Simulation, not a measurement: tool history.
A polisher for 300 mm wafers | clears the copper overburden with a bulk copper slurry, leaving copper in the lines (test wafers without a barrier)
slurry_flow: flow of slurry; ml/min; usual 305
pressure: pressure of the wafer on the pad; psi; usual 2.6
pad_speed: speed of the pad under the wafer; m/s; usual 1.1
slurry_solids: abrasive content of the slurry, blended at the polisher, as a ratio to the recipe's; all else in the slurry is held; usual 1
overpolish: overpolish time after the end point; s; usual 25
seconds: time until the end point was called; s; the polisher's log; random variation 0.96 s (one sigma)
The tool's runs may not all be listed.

run   hour  slurry_flow  pressure  pad_speed  slurry_solids  overpolish  wafers since the last listed run  wafers polished on this pad  hours since the slurry nozzle was cleaned  hours since the head pressure was calibrated  hours since the slurry blender was calibrated  incoming thickness of the incoming film, nm  seconds
  1      0          305       2.6       1.36              1          25                                 0                          418                                        343                                        1020.4                                           44.2                                          731     50.8
  2   20.8          305       2.6        1.1              1          25                               198                          617                                      363.8                                        1041.2                                             65                                        725.7     64.5
  3   54.3          305       2.6        1.1              1          25                               320                          937                                      397.3                                        1074.7                                           98.5                                        735.2     69.6
  4   84.3          305       2.6        1.1              1          25                               286                         1224                                      427.3                                        1104.7                                          128.5                                        723.6     71.7
     100.1  -- worn pad replaced by a new one
     108.5  -- slurry blender recalibrated
  5  109.8          305       2.6        1.1           1.05          25                               186                           73                                      452.8                                        1130.2                                            1.3                                        734.3       59
  6  131.8          305       2.6        1.1           1.05          25                               210                          283                                      474.8                                        1152.2                                           23.3                                        721.8     60.4
  7  146.7          305       2.6        1.1              1          15                               142                          426                                      489.7                                        1167.1                                           38.2                                        723.1     62.4
  8  166.2          305       2.6        1.1              1          15                               186                          612                                      509.2                                        1186.6                                           57.7                                        722.7     61.6
  9  180.9          305       2.6        1.1              1          25                               140                          752                                      523.9                                        1201.3                                           72.4                                        723.6     67.1
       198  -- slurry nozzle cleaned
 10  211.3          305       2.6        1.1              1          25                               280                         1033                                       13.3                                        1231.7                                          102.8                                          735     68.4
     219.5  -- worn pad replaced by a new one
 11    234          305       2.6        1.1              1          25                               178                          138                                         36                                        1254.4                                          125.5                                        722.3     66.6
     251.4  -- slurry blender recalibrated
 12    268          405       3.2        1.1              1          25                               305                          444                                         70                                        1288.4                                           16.6                                        734.4     51.1
 13  284.3          305       2.6        1.1              1          25                               155                          600                                       86.3                                        1304.7                                           32.9                                        733.4     62.4
 14    313          305       2.6        1.1              1          15                               274                          874                                        115                                        1333.4                                           61.6                                        734.4     65.7
 15  342.9          335       2.6        1.1            1.1          21                               285                         1160                                      144.9                                        1363.3                                           91.5                                          720     65.5
       352  -- worn pad replaced by a new one
 16  356.1          305       3.4        1.1           1.25          25                                87                           39                                      158.1                                        1376.5                                          104.7                                        724.7     49.6
 17  379.3          305       3.1        1.1              1          16                               221                          261                                      181.3                                        1399.7                                          127.9                                        731.7       57
     406.2  -- head pressure recalibrated
     407.7  -- slurry blender recalibrated
 18  408.2          305       2.6        1.1              1          12                               242                          503                                      210.2                                             2                                            0.5                                        729.9     62.9
 19  439.5          360       2.6        1.1              1          25                               299                          802                                      241.5                                          33.3                                           31.8                                        730.9     64.1
 20  471.2          305         2        1.1              1          25                               302                         1105                                      273.2                                            65                                           63.5                                        721.6     82.9
 21  490.2          360       2.6        1.1              1          25                               181                         1287                                      292.2                                            84                                           82.5                                        720.7     71.1
     500.9  -- worn pad replaced by a new one
 22    510          305       2.6       0.88            0.8          25                               150                           86                                        312                                         103.8                                          102.3                                        731.6       90
 23  543.2          305       2.6        1.3           1.15          25                               317                          403                                      345.2                                           137                                          135.5                                        730.5     56.8

Hidden state or all else? Some run-to-run changes of seconds, split into what the settings, what came in and random variation would give without the hidden state, and what is left for the hidden state (with any gauge scatter that isn't in both results):
The hidden state here: removal rate lost through wear of the pad, %; slurry flow missing at the pad, %; deviation of the head's pressure from its setpoint, %; abrasive missing from the slurry, %.
Run 4 -> 5: slurry_solids 1 -> 1.05, worn pad replaced by a new one, slurry blender recalibrated. seconds -12.7 s: hidden state -12.2, all else -0.5.
Run 19 -> 20: slurry_flow 360 -> 305, pressure 2.6 -> 2. seconds +18.8 s: hidden state +6.1, all else +12.7.
Run 21 -> 22: slurry_flow 360 -> 305, pad_speed 1.1 -> 0.88, slurry_solids 1 -> 0.8, worn pad replaced by a new one. seconds +18.9 s: hidden state -4, all else +22.9.
Run 22 -> 23: pad_speed 0.88 -> 1.3, slurry_solids 0.8 -> 1.15. seconds -33.2 s: hidden state -0.6, all else -32.6.

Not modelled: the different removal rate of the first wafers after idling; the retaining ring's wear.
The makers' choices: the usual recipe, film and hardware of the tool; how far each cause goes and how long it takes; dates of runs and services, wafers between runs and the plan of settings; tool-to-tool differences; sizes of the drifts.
